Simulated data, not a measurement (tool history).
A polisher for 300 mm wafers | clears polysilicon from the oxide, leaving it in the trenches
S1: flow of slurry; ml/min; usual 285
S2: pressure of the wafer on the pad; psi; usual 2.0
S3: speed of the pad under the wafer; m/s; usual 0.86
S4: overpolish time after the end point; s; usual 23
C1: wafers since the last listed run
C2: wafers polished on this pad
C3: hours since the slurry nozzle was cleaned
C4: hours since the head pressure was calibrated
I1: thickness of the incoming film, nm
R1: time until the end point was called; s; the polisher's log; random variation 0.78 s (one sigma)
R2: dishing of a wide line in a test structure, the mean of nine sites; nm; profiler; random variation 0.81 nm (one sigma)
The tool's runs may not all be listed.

| run | hour | S1 | S2 | S3 | S4 | C1 | C2 | C3 | C4 | I1 | R1 | R2 |
|---|---|---|---|---|---|---|---|---|---|---|---|---|
| 1 | 0.0 | 285 | 2.0 | 0.86 | 23 | 0 | 701 | 411.1 | 854.2 | 492.9 | 45.4 | 64.7 |
|  | 7.7 | worn pad replaced by a new one |
| 2 | 8.2 | 285 | 2.0 | 0.86 | 23 | 64 | 6 | 419.3 | 862.4 | 489.6 | 43.5 | 66.2 |
| 3 | 14.1 | 285 | 2.0 | 0.86 | 23 | 90 | 97 | 425.2 | 868.3 | 492.3 | 45.0 | 66.7 |
| 4 | 23.7 | 245 | 2.0 | 0.86 | 23 | 147 | 244 | 434.8 | 877.9 | 493.8 | 46.2 | 65.3 |
| 5 | 41.1 | 245 | 2.0 | 0.86 | 23 | 267 | 512 | 452.2 | 895.3 | 483.5 | 47.3 | 65.3 |
| 6 | 51.4 | 285 | 2.0 | 0.86 | 23 | 158 | 670 | 462.5 | 905.6 | 495.0 | 49.3 | 64.6 |
|  | 64.9 | worn pad replaced by a new one, of another model than before |
| 7 | 70.7 | 285 | 2.0 | 0.86 | 23 | 234 | 88 | 481.8 | 924.9 | 487.3 | 43.0 | 66.9 |
| 8 | 85.5 | 285 | 2.0 | 0.86 | 23 | 227 | 315 | 496.6 | 939.7 | 485.0 | 43.8 | 66.6 |
| 9 | 99.9 | 285 | 2.0 | 0.86 | 23 | 221 | 537 | 511.0 | 954.1 | 488.9 | 46.6 | 65.5 |
| 10 | 114.7 | 285 | 2.0 | 0.86 | 23 | 227 | 764 | 525.8 | 968.9 | 498.7 | 49.7 | 64.3 |
| 11 | 124.1 | 285 | 2.0 | 0.80 | 23 | 144 | 908 | 535.2 | 978.3 | 495.3 | 52.0 | 64.2 |
|  | 130.2 | worn pad replaced by a new one |
| 12 | 132.3 | 285 | 2.0 | 0.80 | 23 | 64 | 32 | 543.4 | 986.5 | 499.5 | 47.4 | 65.7 |
| 13 | 139.8 | 285 | 1.5 | 0.86 | 33 | 115 | 148 | 550.9 | 994.0 | 487.5 | 53.1 | 66.4 |
| 14 | 159.0 | 260 | 2.0 | 0.64 | 23 | 294 | 442 | 570.1 | 1013.2 | 496.3 | 58.6 | 64.1 |
| 15 | 174.9 | 285 | 2.0 | 1.12 | 30 | 244 | 687 | 586.0 | 1029.1 | 494.3 | 40.0 | 66.6 |
|  | 193.8 | worn pad replaced by a new one |
| 16 | 194.3 | 285 | 2.7 | 0.86 | 15 | 236 | 7 | 605.4 | 1048.5 | 498.0 | 34.6 | 64.4 |
|  | 208.8 | head pressure recalibrated |
| 17 | 209.3 | 310 | 1.5 | 0.86 | 11 | 199 | 207 | 620.4 | 0.5 | 499.7 | 53.9 | 51.4 |
| 18 | 216.8 | 285 | 2.0 | 0.68 | 23 | 115 | 322 | 627.9 | 8.0 | 486.8 | 50.3 | 63.4 |
| 19 | 230.6 | 355 | 2.0 | 0.86 | 23 | 211 | 534 | 641.7 | 21.8 | 492.6 | 45.1 | 65.5 |
|  | 237.4 | slurry nozzle cleaned |
| 20 | 240.8 | 285 | 2.0 | 0.80 | 23 | 141 | 675 | 3.4 | 32.0 | 492.7 | 48.4 | 64.1 |
|  | 246.4 | worn pad replaced by a new one |
| 21 | 258.3 | 285 | 2.0 | 0.86 | 23 | 207 | 182 | 20.9 | 49.5 | 488.5 | 42.6 | 66.0 |
| 22 | 276.2 | 285 | 2.0 | 0.86 | 29 | 274 | 457 | 38.8 | 67.4 | 496.3 | 44.3 | 66.9 |
| 23 | 289.3 | 205 | 2.0 | 1.10 | 23 | 201 | 658 | 51.9 | 80.5 | 483.6 | 39.1 | 65.9 |
|  | 300.2 | worn pad replaced by a new one |
| 24 | 301.7 | 285 | 2.0 | 1.12 | 30 | 129 | 22 | 64.3 | 92.9 | 499.1 | 36.4 | 67.5 |

Forecast each of these 4 alternatives for the next run:
| A | 302.1 | 285 | 1.5 | 0.86 | 23 | 6 | 28 | 64.7 | 93.3 | 488.9 | ? | ? |
| B | 302.1 | 285 | 2.0 | 0.56 | 37 | 6 | 28 | 64.7 | 93.3 | 488.9 | ? | ? |
| C | 302.1 | 285 | 2.0 | 0.86 | 37 | 6 | 28 | 64.7 | 93.3 | 488.9 | ? | ? |
| D | 302.1 | 285 | 2.0 | 0.64 | 31 | 6 | 28 | 64.7 | 93.3 | 488.9 | ? | ? |

| run | R1 | R2 |
|---|---|---|
| A | 50.8 | 65.5 |
| B | 55.5 | 67.9 |
| C | 42.5 | 68.5 |
| D | 51.3 | 67.5 |
Without the tool's hidden state the same runs would have given:
| run | R1 | R2 |
|---|---|---|
| A | 49.9 | 65.6 |
| B | 54.5 | 68.0 |
| C | 41.8 | 68.5 |
| D | 50.4 | 67.6 |
